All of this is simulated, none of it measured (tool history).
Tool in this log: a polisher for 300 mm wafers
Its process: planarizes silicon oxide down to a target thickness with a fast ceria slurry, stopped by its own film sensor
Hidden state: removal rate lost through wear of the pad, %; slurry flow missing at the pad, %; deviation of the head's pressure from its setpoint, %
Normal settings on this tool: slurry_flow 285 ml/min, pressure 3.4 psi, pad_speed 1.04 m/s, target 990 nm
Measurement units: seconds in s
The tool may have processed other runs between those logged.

run   hour  slurry_flow  pressure  pad_speed  target  wafers since the last listed run  wafers polished on this pad  hours since the slurry nozzle was cleaned  hours since the head pressure was calibrated  incoming thickness of the incoming film, nm  seconds
  1    0.0          285       3.4       1.04     990                                 0                          104                                      275.3                                         731.0                                       2369.1     75.0
  2    6.3          285       3.4       1.04     990                                45                          150                                      281.6                                         737.3                                       2337.5     74.7
  3   14.6          285       3.4       1.04     990                                60                          210                                      289.9                                         745.6                                       2413.6     79.5
  4   31.5          285       3.4       1.04     990                               122                          332                                      306.8                                         762.5                                       2408.5     79.9
  5   43.4          285       3.4       1.04     990                                86                          419                                      318.7                                         774.4                                       2424.3     77.5
  6   50.0          285       3.4       1.04     990                                47                          466                                      325.3                                         781.0                                       2346.0     74.9
  7   56.7          285       3.4       1.04     990                                48                          515                                      332.0                                         787.7                                       2374.9     75.9
  8   71.1          285       3.4       1.04     990                               104                          619                                      346.4                                         802.1                                       2405.7     77.3
  9   84.0          285       3.4       1.04     990                                93                          713                                      359.3                                         815.0                                       2412.6     79.2
 10   92.4          325       3.4       1.04     990                                60                          773                                      367.7                                         823.4                                       2401.5     77.3
 11  102.2          325       3.4       1.04     990                                70                          844                                      377.5                                         833.2                                       2420.8     75.6
 12  112.3          285       3.4       1.04     990                                73                          918                                      387.6                                         843.3                                       2415.1     76.8
 13  126.3          200       3.4       1.04     990                               101                         1019                                      401.6                                         857.3                                       2402.1     79.2
     133.0  -- slurry nozzle cleaned
 14  135.5          285       4.5       1.34     990                                59                         1078                                        2.5                                         866.5                                       2382.4     44.9
 15  142.9          285       3.4       1.04     990                                53                         1132                                        9.9                                         873.9                                       2424.7     78.6
 16  151.9          285       2.6       0.78     990                                65                         1197                                       18.9                                         882.9                                       2352.7    129.9
     162.4  -- worn pad replaced by a new one
 17  166.2          285       3.4       1.04    1372                                74                           27                                       33.2                                         897.2                                       2412.3     56.2
     173.5  -- head pressure recalibrated
 18  179.9          205       2.9       1.20    1162                                84                          111                                       46.9                                           6.4                                       2430.3     73.8
 19  188.1          210       3.4       1.16    1178                                59                          171                                       55.1                                          14.6                                       2392.2     62.6
 20  201.5          230       2.6       1.04     990                                97                          268                                       68.5                                          28.0                                       2383.9    101.9
 21  217.7          285       3.4       1.04     990                               117                          385                                       84.7                                          44.2                                       2384.1     75.0
 22  232.8          285       3.4       1.04     990                               109                          495                                       99.8                                          59.3                                       2413.2     77.9
 23  257.8          200       2.8       0.84    1123                               181                          676                                      124.8                                          84.3                                       2371.6    105.8

5 options for the next run, each taken on its own from the tool as it stands now. Forecast them:
  A  258.2          285       4.5       1.04     990                                 2                          678                                      125.2                                          84.7                                       2396.7        ?
  B  258.2          250       3.4       1.22     990                                 2                          678                                      125.2                                          84.7                                       2396.7        ?
  C  258.2          255       3.4       1.04     990                                 2                          678                                      125.2                                          84.7                                       2396.7        ?
  D  258.2          285       2.8       1.04     990                                 2                          678                                      125.2                                          84.7                                       2396.7        ?
  E  258.2          285       2.7       1.04    1210                                 2                          678                                      125.2                                          84.7                                       2396.7        ?

run  seconds
  A     59.2
  B     67.4
  C     78.9
  D     94.4
  E     82.5
With no hidden state in the tool, these same runs would have given:
run  seconds
  A     59.2
  B     67.4
  C     78.9
  D     94.4
  E     82.5

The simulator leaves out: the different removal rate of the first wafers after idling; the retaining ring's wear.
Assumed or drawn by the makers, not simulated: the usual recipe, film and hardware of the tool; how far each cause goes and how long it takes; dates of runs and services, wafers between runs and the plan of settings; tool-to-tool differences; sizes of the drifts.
